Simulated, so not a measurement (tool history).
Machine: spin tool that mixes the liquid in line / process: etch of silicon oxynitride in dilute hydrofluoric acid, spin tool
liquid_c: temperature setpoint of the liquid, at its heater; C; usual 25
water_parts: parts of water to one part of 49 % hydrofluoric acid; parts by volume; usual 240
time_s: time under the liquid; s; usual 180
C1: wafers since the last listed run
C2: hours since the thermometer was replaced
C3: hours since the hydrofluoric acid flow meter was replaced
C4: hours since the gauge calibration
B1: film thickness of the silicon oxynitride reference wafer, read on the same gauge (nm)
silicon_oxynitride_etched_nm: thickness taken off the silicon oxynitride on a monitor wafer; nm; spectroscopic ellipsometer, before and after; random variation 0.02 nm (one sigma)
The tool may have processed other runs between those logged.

run 1 hour=0 | liquid_c=28.5 water_parts=240 time_s=180 | C1=0 C2=3055.7 C3=907.2 C4=213.8 | B1=29.998 | silicon_oxynitride_etched_nm=4.071
run 2 hour=16.9 | liquid_c=25 water_parts=240 time_s=180 | C1=134 C2=3072.6 C3=924.1 C4=230.7 | B1=30.015 | silicon_oxynitride_etched_nm=3.525
run 3 hour=29.4 | liquid_c=25 water_parts=240 time_s=180 | C1=99 C2=3085.1 C3=936.6 C4=243.2 | B1=30.014 | silicon_oxynitride_etched_nm=3.52
run 4 hour=45 | liquid_c=25 water_parts=240 time_s=180 | C1=123 C2=3100.7 C3=952.2 C4=258.8 | B1=30.008 | silicon_oxynitride_etched_nm=3.521
run 5 hour=51.9 | liquid_c=25 water_parts=240 time_s=180 | C1=54 C2=3107.6 C3=959.1 C4=265.7 | B1=30.006 | silicon_oxynitride_etched_nm=3.504
run 6 hour=63 | liquid_c=25 water_parts=240 time_s=180 | C1=88 C2=3118.7 C3=970.2 C4=276.8 | B1=30.001 | silicon_oxynitride_etched_nm=3.486
run 7 hour=79.2 | liquid_c=25 water_parts=240 time_s=180 | C1=128 C2=3134.9 C3=986.4 C4=293 | B1=29.981 | silicon_oxynitride_etched_nm=3.545
-- hour=84.6 gauge calibrated
run 8 hour=95.8 | liquid_c=25 water_parts=240 time_s=105 | C1=131 C2=3151.5 C3=1003 C4=11.2 | B1=29.987 | silicon_oxynitride_etched_nm=2.062
run 9 hour=107.1 | liquid_c=22 water_parts=240 time_s=180 | C1=89 C2=3162.8 C3=1014.3 C4=22.5 | B1=30.015 | silicon_oxynitride_etched_nm=3.07
run 10 hour=123.2 | liquid_c=27.5 water_parts=200 time_s=105 | C1=127 C2=3178.9 C3=1030.4 C4=38.6 | B1=29.993 | silicon_oxynitride_etched_nm=2.825
-- hour=126 hydrofluoric acid flow meter replaced
run 11 hour=131.3 | liquid_c=20.5 water_parts=305 time_s=90 | C1=56 C2=3187 C3=5.3 C4=46.7 | B1=30.018 | silicon_oxynitride_etched_nm=0.979
run 12 hour=143.9 | liquid_c=25 water_parts=240 time_s=180 | C1=99 C2=3199.6 C3=17.9 C4=59.3 | B1=29.997 | silicon_oxynitride_etched_nm=3.14
-- hour=194.2 thermometer replaced
run 13 hour=196.5 | liquid_c=27.5 water_parts=285 time_s=255 | C1=409 C2=2.3 C3=70.5 C4=111.9 | B1=30.004 | silicon_oxynitride_etched_nm=4.096
run 14 hour=213.9 | liquid_c=25 water_parts=240 time_s=180 | C1=138 C2=19.7 C3=87.9 C4=129.3 | B1=29.979 | silicon_oxynitride_etched_nm=3.221
run 15 hour=220 | liquid_c=20 water_parts=240 time_s=285 | C1=48 C2=25.8 C3=94 C4=135.4 | B1=29.992 | silicon_oxynitride_etched_nm=4.045

The next listed run, before its measurement:
run 16 hour=251.4 | liquid_c=23.5 water_parts=300 time_s=225 | C1=249 C2=57.2 C3=125.4 C4=166.8 | B1=? | silicon_oxynitride_etched_nm=?

{"run 16": {"B1": 30.012, "silicon_oxynitride_etched_nm": 2.886}}
Were there no unlogged condition in the tool, this run, its random variation unchanged, would have produced silicon_oxynitride_etched_nm 2.831 nm.

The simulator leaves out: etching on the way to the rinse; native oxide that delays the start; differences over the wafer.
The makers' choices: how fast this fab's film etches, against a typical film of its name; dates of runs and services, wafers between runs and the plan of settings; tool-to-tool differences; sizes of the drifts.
